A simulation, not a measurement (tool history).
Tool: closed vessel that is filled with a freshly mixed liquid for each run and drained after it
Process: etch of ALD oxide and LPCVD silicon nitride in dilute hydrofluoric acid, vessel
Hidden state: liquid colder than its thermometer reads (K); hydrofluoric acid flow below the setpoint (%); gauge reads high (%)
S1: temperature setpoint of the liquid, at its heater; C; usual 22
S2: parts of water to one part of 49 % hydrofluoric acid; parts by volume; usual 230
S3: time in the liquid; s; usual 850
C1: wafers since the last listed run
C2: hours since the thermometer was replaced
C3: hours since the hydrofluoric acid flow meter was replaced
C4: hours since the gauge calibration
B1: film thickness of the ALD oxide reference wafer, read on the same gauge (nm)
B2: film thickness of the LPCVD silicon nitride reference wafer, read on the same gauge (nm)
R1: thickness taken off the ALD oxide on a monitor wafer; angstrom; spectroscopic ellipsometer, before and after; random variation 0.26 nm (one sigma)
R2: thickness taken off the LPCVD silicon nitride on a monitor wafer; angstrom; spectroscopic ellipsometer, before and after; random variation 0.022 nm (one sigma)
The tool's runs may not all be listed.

run    hour    S1   S2    S3    C1      C2      C3      C4      B1      B2      R1     R2
  1       0    22  230   850     0   556.4   819.9  2695.8  119.98  70.016   386.4  18.37
  2    87.3    22  230   850  3601   643.7   907.2  2783.1  119.99  69.992     385  18.26
      176.1  -- gauge calibrated
  3   193.4    22  230   850  4377   749.8  1013.3    17.3  120.02  69.972   386.5  18.05
  4   294.3    22  230   850  4162   850.7  1114.2   118.2  120.01  69.976   385.2  18.26
  5   373.4    22  230   850  3263   929.8  1193.3   197.3  119.96  70.021     387  18.35
  6   447.2    22  230  1050  3044  1003.6  1267.1   271.1  119.96  69.977   476.8  22.27
  7   499.3    22  230  1050  2149  1055.7  1319.2   323.2  119.97  70.022   478.4  22.52
  8   539.9    22  230  1050  1674  1096.3  1359.8   363.8  120.04  69.997   481.5  22.44
      589.2  -- thermometer replaced
      607.9  -- hydrofluoric acid flow meter replaced
  9   622.4    22  230  1235  3321    33.2    14.5   446.3  120.05  70.003   555.7  26.51
 10   680.2    22  300   850  2384      91    72.3   504.1     120  70.002   274.4  14.01
 11   720.8    22  230  1190  1674   131.6   112.9   544.7  119.98      70   542.3  25.74
 12   768.4  23.5  130   415  1963   179.2   160.5   592.3  120.01  69.962   394.7   17.2
 13   824.2    22  230   850  2302     235   216.3   648.1  120.01  69.987   388.8  17.85
 14   897.8    22  200  1070  3036   308.6   289.9   721.7  119.96  69.977   581.8  26.32
 15     990  25.5  320   640  3803   400.8   382.1   813.9  120.01  70.003   214.1  12.07
 16  1094.9    22  230   850  4327   505.7     487   918.8  119.99  69.981   384.4  18.13
 17  1135.5    22  230   600  1674   546.3   527.6   959.4  119.98  69.992   270.8  12.75
 18  1223.1  23.5  320   430  3613   633.9   615.2    1047  119.99  69.996   135.4    7.3
 19  1286.8    22  185   850  2627   697.6   678.9  1110.7  119.97  69.994   501.7  22.35
 20  1372.9    18  230   850  3552   783.7     765  1196.8  120.05      70   329.7  13.96
 21  1445.6  17.5  125   500  2999   856.4   837.7  1269.5  120.01  70.004   386.5  14.48
 22  1494.6    22  230   850  2021   905.4   886.7  1318.5  119.95  69.992   382.9  18.36
 23  1601.2    22  200  1040  4397    1012   993.3  1425.1  120.01  70.014   559.6  25.39
 24  1666.9    22  150  1320  2710  1077.7    1059  1490.8     120  69.994  1005.5  42.82
 25  1755.9    22  230   850  3671  1166.7    1148  1579.8     120  70.022   385.2  18.59

Hidden state at the last listed run before each entry between runs and at the first one after, where it differs:
Between runs 2 and 3: gauge calibrated (hour 176.1)
  no hidden state differs between the two runs
Between runs 8 and 9: thermometer replaced (hour 589.2); hydrofluoric acid flow meter replaced (hour 607.9)
  no hidden state differs between the two runs
